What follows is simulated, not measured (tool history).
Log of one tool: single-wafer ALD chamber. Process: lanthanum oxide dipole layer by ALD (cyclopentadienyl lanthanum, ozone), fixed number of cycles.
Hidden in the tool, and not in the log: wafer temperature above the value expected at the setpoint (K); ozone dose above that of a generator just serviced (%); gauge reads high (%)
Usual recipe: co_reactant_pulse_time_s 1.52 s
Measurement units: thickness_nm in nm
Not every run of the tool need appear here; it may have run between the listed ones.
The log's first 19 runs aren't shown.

| run | hour | co_reactant_pulse_time_s | wafers since the last listed run | hours since the last thermocouple change | hours since the last ozone generator service | hours since the showerhead was replaced | hours since the gauge calibration | read-back reference wafer on the same gauge, thickness_nm | thickness_nm |
|---|---|---|---|---|---|---|---|---|---|
| 20 | 449.0 | 1.22 | 616 | 416.0 | 60.2 | 196.6 | 129.2 | 0.588 | 0.537 |
| 21 | 468.7 | 0.98 | 343 | 435.7 | 79.9 | 216.3 | 148.9 | 0.588 | 0.487 |
| 22 | 499.1 | 1.04 | 529 | 466.1 | 110.3 | 246.7 | 179.3 | 0.588 | 0.500 |
| 23 | 524.5 | 1.78 | 442 | 491.5 | 135.7 | 272.1 | 204.7 | 0.588 | 0.582 |
| 24 | 559.9 | 1.27 | 616 | 526.9 | 171.1 | 307.5 | 240.1 | 0.588 | 0.541 |
| 25 | 574.5 | 1.08 | 254 | 541.5 | 185.7 | 322.1 | 254.7 | 0.588 | 0.504 |
| 26 | 595.0 | 1.85 | 356 | 562.0 | 206.2 | 342.6 | 275.2 | 0.587 | 0.589 |
| 27 | 613.8 | 2.10 | 327 | 580.8 | 225.0 | 361.4 | 294.0 | 0.588 | 0.592 |
| 28 | 645.5 | 0.91 | 552 | 612.5 | 256.7 | 393.1 | 325.7 | 0.589 | 0.451 |
| 29 | 674.6 | 2.04 | 506 | 641.6 | 285.8 | 422.2 | 354.8 | 0.588 | 0.587 |
| 30 | 688.5 | 2.11 | 242 | 655.5 | 299.7 | 436.1 | 368.7 | 0.588 | 0.592 |
| 31 | 706.8 | 1.03 | 318 | 673.8 | 318.0 | 454.4 | 387.0 | 0.588 | 0.483 |
| 32 | 730.7 | 1.52 | 416 | 697.7 | 341.9 | 478.3 | 410.9 | 0.588 | 0.560 |
| 33 | 747.9 | 1.52 | 299 | 714.9 | 359.1 | 495.5 | 428.1 | 0.588 | 0.564 |
| 34 | 779.1 | 1.74 | 543 | 746.1 | 390.3 | 526.7 | 459.3 | 0.588 | 0.579 |

4 ways to go on from here, each from the tool as it stands after run 34. What would each give?
| A | 779.5 | 1.52 | 6 | 746.5 | 390.7 | 527.1 | 459.7 | ? | ? |
| B | 779.5 | 2.01 | 6 | 746.5 | 390.7 | 527.1 | 459.7 | ? | ? |
| C | 779.5 | 1.73 | 6 | 746.5 | 390.7 | 527.1 | 459.7 | ? | ? |
| D | 779.5 | 1.69 | 6 | 746.5 | 390.7 | 527.1 | 459.7 | ? | ? |

| run | read-back reference wafer on the same gauge, thickness_nm | thickness_nm |
|---|---|---|
| A | 0.587 | 0.560 |
| B | 0.587 | 0.589 |
| C | 0.587 | 0.576 |
| D | 0.587 | 0.574 |
Without the tool's unlogged condition, the same runs would have read:
| run | thickness_nm |
|---|---|
| A | 0.576 |
| B | 0.596 |
| C | 0.587 |
| D | 0.586 |
